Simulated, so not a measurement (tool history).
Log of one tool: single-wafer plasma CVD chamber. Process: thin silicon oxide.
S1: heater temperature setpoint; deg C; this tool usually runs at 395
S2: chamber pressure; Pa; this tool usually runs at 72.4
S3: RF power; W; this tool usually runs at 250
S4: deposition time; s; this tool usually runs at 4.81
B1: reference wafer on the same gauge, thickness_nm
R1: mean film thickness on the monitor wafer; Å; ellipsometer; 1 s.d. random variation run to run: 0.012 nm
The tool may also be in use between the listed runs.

run 1 hour=0.0 | S1=395 S2=58.5 S3=250 S4=4.81 | B1=5.852 | R1=45.90
run 2 hour=52.5 | S1=395 S2=72.4 S3=250 S4=4.81 | B1=5.850 | R1=56.83
run 3 hour=116.2 | S1=395 S2=72.4 S3=250 S4=4.81 | B1=5.853 | R1=56.82
run 4 hour=191.5 | S1=395 S2=59.5 S3=250 S4=4.81 | B1=5.851 | R1=46.60
run 5 hour=253.9 | S1=395 S2=59.5 S3=250 S4=4.81 | B1=5.852 | R1=46.55
run 6 hour=345.7 | S1=395 S2=68.3 S3=250 S4=4.61 | B1=5.849 | R1=51.15
run 7 hour=428.0 | S1=385 S2=66.0 S3=250 S4=4.81 | B1=5.849 | R1=51.91
run 8 hour=527.7 | S1=403 S2=60.8 S3=290 S4=4.81 | B1=5.852 | R1=51.21
-- hour=575.3 capacitance manometer re-zeroed and calibrated
run 9 hour=619.5 | S1=388 S2=72.4 S3=250 S4=4.81 | B1=5.845 | R1=57.32
run 10 hour=689.0 | S1=408 S2=54.9 S3=300 S4=5.11 | B1=5.846 | R1=50.07
run 11 hour=749.4 | S1=409 S2=81.2 S3=250 S4=4.81 | B1=5.849 | R1=63.07
run 12 hour=854.3 | S1=395 S2=57.6 S3=250 S4=4.81 | B1=5.846 | R1=45.00
run 13 hour=942.7 | S1=395 S2=68.3 S3=250 S4=4.61 | B1=5.855 | R1=51.07
-- hour=956.9 RF generator calibrated
-- hour=982.4 thermocouple changed; heater temperature recalibrated
run 14 hour=989.7 | S1=395 S2=72.4 S3=250 S4=4.81 | B1=5.854 | R1=57.46
run 15 hour=1065.1 | S1=395 S2=72.4 S3=250 S4=4.81 | B1=5.854 | R1=57.14
run 16 hour=1152.5 | S1=405 S2=72.4 S3=250 S4=5.57 | B1=5.850 | R1=65.54
-- hour=1181.1 gauge calibrated
run 17 hour=1236.6 | S1=386 S2=77.5 S3=230 S4=5.65 | B1=5.851 | R1=68.52
run 18 hour=1294.4 | S1=390 S2=72.4 S3=205 S4=4.81 | B1=5.852 | R1=50.04
run 19 hour=1386.6 | S1=395 S2=54.7 S3=265 S4=5.44 | B1=5.850 | R1=49.69
run 20 hour=1456.6 | S1=408 S2=59.9 S3=250 S4=4.81 | B1=5.847 | R1=46.41
run 21 hour=1554.9 | S1=395 S2=72.4 S3=250 S4=4.57 | B1=5.850 | R1=53.67
run 22 hour=1661.9 | S1=395 S2=67.9 S3=295 S4=3.87 | B1=5.850 | R1=46.79
run 23 hour=1762.5 | S1=395 S2=72.4 S3=250 S4=4.81 | B1=5.844 | R1=56.16
run 24 hour=1821.0 | S1=395 S2=87.7 S3=250 S4=4.81 | B1=5.845 | R1=67.88
run 25 hour=1874.9 | S1=390 S2=72.4 S3=205 S4=4.81 | B1=5.850 | R1=49.31
run 26 hour=1968.4 | S1=381 S2=79.6 S3=280 S4=4.49 | B1=5.851 | R1=62.07
run 27 hour=2063.0 | S1=395 S2=72.4 S3=250 S4=4.81 | B1=5.851 | R1=55.90
run 28 hour=2151.5 | S1=399 S2=72.4 S3=250 S4=4.16 | B1=5.848 | R1=48.10
run 29 hour=2251.4 | S1=385 S2=72.4 S3=250 S4=4.30 | B1=5.849 | R1=50.16
run 30 hour=2353.6 | S1=395 S2=60.1 S3=230 S4=4.81 | B1=5.850 | R1=43.65

Here are 3 independent what-if runs from the current tool condition. What would each one return?
run A hour=2354.0 | S1=395 S2=72.4 S3=205 S4=4.81 | B1=? | R1=?
run B hour=2354.0 | S1=401 S2=72.4 S3=250 S4=5.39 | B1=? | R1=?
run C hour=2354.0 | S1=395 S2=72.4 S3=230 S4=4.81 | B1=? | R1=?

run=A B1=5.848 R1=48.77
run=B B1=5.848 R1=62.22
run=C B1=5.848 R1=52.91
Without the tool's unlogged condition, the same runs would have read:
run=A R1=51.33
run=B R1=65.33
run=C R1=55.57

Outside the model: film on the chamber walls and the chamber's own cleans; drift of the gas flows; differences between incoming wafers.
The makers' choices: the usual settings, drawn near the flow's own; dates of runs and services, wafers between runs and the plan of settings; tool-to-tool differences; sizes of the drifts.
